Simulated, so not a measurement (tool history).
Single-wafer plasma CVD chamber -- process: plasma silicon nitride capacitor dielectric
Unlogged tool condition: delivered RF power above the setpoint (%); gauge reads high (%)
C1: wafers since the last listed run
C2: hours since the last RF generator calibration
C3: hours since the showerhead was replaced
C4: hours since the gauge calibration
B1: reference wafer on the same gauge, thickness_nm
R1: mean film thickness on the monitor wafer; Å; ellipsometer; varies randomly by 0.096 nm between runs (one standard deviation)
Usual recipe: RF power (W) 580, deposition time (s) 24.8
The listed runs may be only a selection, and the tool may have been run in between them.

Run 1, hour 0: usual settings but RF power (W) 525, deposition time (s) 23; C1 0; C2 1532.6; C3 3691.3; C4 637.3; B1 42.608. Result: R1 332.88 Å.
Run 2, hour 32.9: usual settings but RF power (W) 525, deposition time (s) 23; C1 632; C2 1565.5; C3 3724.2; C4 670.2; B1 42.621. Result: R1 333.22 Å.
Run 3, hour 47.9: usual settings but RF power (W) 525, deposition time (s) 23; C1 288; C2 1580.5; C3 3739.2; C4 685.2; B1 42.592. Result: R1 333.07 Å.
Run 4, hour 66.5: usual settings; C1 357; C2 1599.1; C3 3757.8; C4 703.8; B1 42.631. Result: R1 370.29 Å.
Run 5, hour 91.6: usual settings; C1 482; C2 1624.2; C3 3782.9; C4 728.9; B1 42.627. Result: R1 370.6 Å.
Run 6, hour 108: usual settings but deposition time (s) 26.4; C1 315; C2 1640.6; C3 3799.3; C4 745.3; B1 42.597. Result: R1 395.13 Å.
Run 7, hour 131.5: usual settings but deposition time (s) 26.4; C1 451; C2 1664.1; C3 3822.8; C4 768.8; B1 42.61. Result: R1 393.36 Å.
Run 8, hour 166.9: usual settings but deposition time (s) 26.4; C1 680; C2 1699.5; C3 3858.2; C4 804.2; B1 42.632. Result: R1 394.19 Å.
Run 9, hour 188.7: usual settings but RF power (W) 550; C1 418; C2 1721.3; C3 3880; C4 826; B1 42.587. Result: R1 362.81 Å.
Run 10, hour 230.9: usual settings but RF power (W) 550; C1 810; C2 1763.5; C3 3922.2; C4 868.2; B1 42.587. Result: R1 363.55 Å.
Run 11, hour 309.6: usual settings but RF power (W) 550; C1 1512; C2 1842.2; C3 4000.9; C4 946.9; B1 42.584. Result: R1 364.03 Å.
Run 12, hour 326.4: usual settings but RF power (W) 520, deposition time (s) 22.5; C1 322; C2 1859; C3 4017.7; C4 963.7; B1 42.565. Result: R1 323.61 Å.
Run 13, hour 349: usual settings but RF power (W) 520, deposition time (s) 22.5; C1 434; C2 1881.6; C3 4040.3; C4 986.3; B1 42.619. Result: R1 325.6 Å.
Run 14, hour 374.6: usual settings; C1 491; C2 1907.2; C3 4065.9; C4 1011.9; B1 42.615. Result: R1 369.28 Å.
Run 15, hour 389.9: usual settings but RF power (W) 635; C1 294; C2 1922.5; C3 4081.2; C4 1027.2; B1 42.59. Result: R1 377.99 Å.
Run 16, hour 407.1: usual settings but RF power (W) 635; C1 330; C2 1939.7; C3 4098.4; C4 1044.4; B1 42.589. Result: R1 381.2 Å.
Run 17, hour 419.5: usual settings; C1 238; C2 1952.1; C3 4110.8; C4 1056.8; B1 42.623. Result: R1 369.08 Å.
Run 18, hour 454.7: usual settings; C1 676; C2 1987.3; C3 4146; C4 1092; B1 42.578. Result: R1 367.56 Å.
Run 19, hour 469.9: usual settings but RF power (W) 615, deposition time (s) 28.4; C1 292; C2 2002.5; C3 4161.2; C4 1107.2; B1 42.619. Result: R1 428.66 Å.
Run 20, hour 483.2: usual settings; C1 255; C2 2015.8; C3 4174.5; C4 1120.5; B1 42.573. Result: R1 368.01 Å.
Run 21, hour 518.2: usual settings but RF power (W) 475; C1 672; C2 2050.8; C3 4209.5; C4 1155.5; B1 42.587. Result: R1 347.36 Å.
Run 22, hour 551.2: usual settings but RF power (W) 675, deposition time (s) 28.4; C1 634; C2 2083.8; C3 4242.5; C4 1188.5; B1 42.625. Result: R1 439.87 Å.
Run 23, hour 563.7: usual settings but RF power (W) 510, deposition time (s) 29.7; C1 240; C2 2096.3; C3 4255; C4 1201; B1 42.568. Result: R1 423.58 Å.
Run 24, hour 579.8: usual settings but RF power (W) 690, deposition time (s) 28; C1 309; C2 2112.4; C3 4271.1; C4 1217.1; B1 42.612. Result: R1 437.04 Å.
Run 25, hour 603.5: usual settings but RF power (W) 485; C1 455; C2 2136.1; C3 4294.8; C4 1240.8; B1 42.593. Result: R1 349.73 Å.
At hour 624.1: showerhead replaced.
Run 26, hour 627: usual settings but deposition time (s) 28; C1 297; C2 2159.6; C3 2.9; C4 1264.3; B1 42.601. Result: R1 414.72 Å.
Run 27, hour 657.9: usual settings but RF power (W) 680; C1 593; C2 2190.5; C3 33.8; C4 1295.2; B1 42.613. Result: R1 384.91 Å.
Run 28, hour 671.6: usual settings but RF power (W) 540, deposition time (s) 26.9; C1 263; C2 2204.2; C3 47.5; C4 1308.9; B1 42.596. Result: R1 389.35 Å.
Run 29, hour 695.6: usual settings but deposition time (s) 29.2; C1 461; C2 2228.2; C3 71.5; C4 1332.9; B1 42.605. Result: R1 432.89 Å.
At hour 706.5: RF generator calibrated.
Run 30, hour 726.3: usual settings but deposition time (s) 23; C1 436; C2 19.8; C3 102.2; C4 1363.6; B1 42.636. Result: R1 347.2 Å.
Run 31, hour 740: usual settings but deposition time (s) 20.2; C1 263; C2 33.5; C3 115.9; C4 1377.3; B1 42.57. Result: R1 305.48 Å.
Run 32, hour 763.5: usual settings but RF power (W) 615, deposition time (s) 20; C1 451; C2 57; C3 139.4; C4 1400.8; B1 42.599. Result: R1 307.2 Å.
Run 33, hour 789.5: usual settings; C1 499; C2 83; C3 165.4; C4 1426.8; B1 42.61. Result: R1 376.38 Å.
At hour 835.4: gauge calibrated.
Run 34, hour 850: usual settings but RF power (W) 680, deposition time (s) 22; C1 1162; C2 143.5; C3 225.9; C4 14.6; B1 42.598. Result: R1 348.13 Å.
Run 35, hour 937.9: usual settings; C1 1689; C2 231.4; C3 313.8; C4 102.5; B1 42.612. Result: R1 374.65 Å.
Run 36, hour 963.7: usual settings but RF power (W) 675, deposition time (s) 26.6; C1 495; C2 257.2; C3 339.6; C4 128.3; B1 42.577. Result: R1 420.79 Å.
Run 37, hour 997.2: usual settings; C1 643; C2 290.7; C3 373.1; C4 161.8; B1 42.598. Result: R1 375.77 Å.
Run 38, hour 1021.3: usual settings; C1 463; C2 314.8; C3 397.2; C4 185.9; B1 42.604. Result: R1 373.68 Å.
Run 39, hour 1047.3: usual settings but deposition time (s) 21.6; C1 499; C2 340.8; C3 423.2; C4 211.9; B1 42.6. Result: R1 324.93 Å.
Run 40, hour 1074.3: usual settings but RF power (W) 540, deposition time (s) 21.1; C1 518; C2 367.8; C3 450.2; C4 238.9; B1 42.587. Result: R1 310.03 Å.
Run 41, hour 1094: usual settings; C1 378; C2 387.5; C3 469.9; C4 258.6; B1 42.597. Result: R1 374.28 Å.
Run 42, hour 1108.6: usual settings but RF power (W) 670, deposition time (s) 23.5; C1 280; C2 402.1; C3 484.5; C4 273.2; B1 42.613. Result: R1 369.96 Å.
Run 43, hour 1126.2: usual settings; C1 338; C2 419.7; C3 502.1; C4 290.8; B1 42.59. Result: R1 372.86 Å.

Alternative continuations, all from the tool just after run 43; predict every row:
Run A, hour 1126.6: usual settings but deposition time (s) 20; C1 7; C2 420.1; C3 502.5; C4 291.2; B1 ?. Result: R1 ?.
Run B, hour 1126.6: usual settings but RF power (W) 675, deposition time (s) 23.5; C1 7; C2 420.1; C3 502.5; C4 291.2; B1 ?. Result: R1 ?.
Run C, hour 1126.6: usual settings but RF power (W) 670, deposition time (s) 28.3; C1 7; C2 420.1; C3 502.5; C4 291.2; B1 ?. Result: R1 ?.
Run D, hour 1126.6: usual settings but RF power (W) 635, deposition time (s) 22.6; C1 7; C2 420.1; C3 502.5; C4 291.2; B1 ?. Result: R1 ?.
Run E, hour 1126.6: usual settings but RF power (W) 495, deposition time (s) 20.9; C1 7; C2 420.1; C3 502.5; C4 291.2; B1 ?. Result: R1 ?.

run      B1      R1
  A  42.655  300.71
  B  42.655  369.92
  C  42.655  444.48
  D  42.655  349.24
  E  42.655  299.52
Had the tool no hidden state, the same runs would have come out as:
run      R1
  A   302.3
  B  371.87
  C  446.83
  D  351.09
  E   301.1
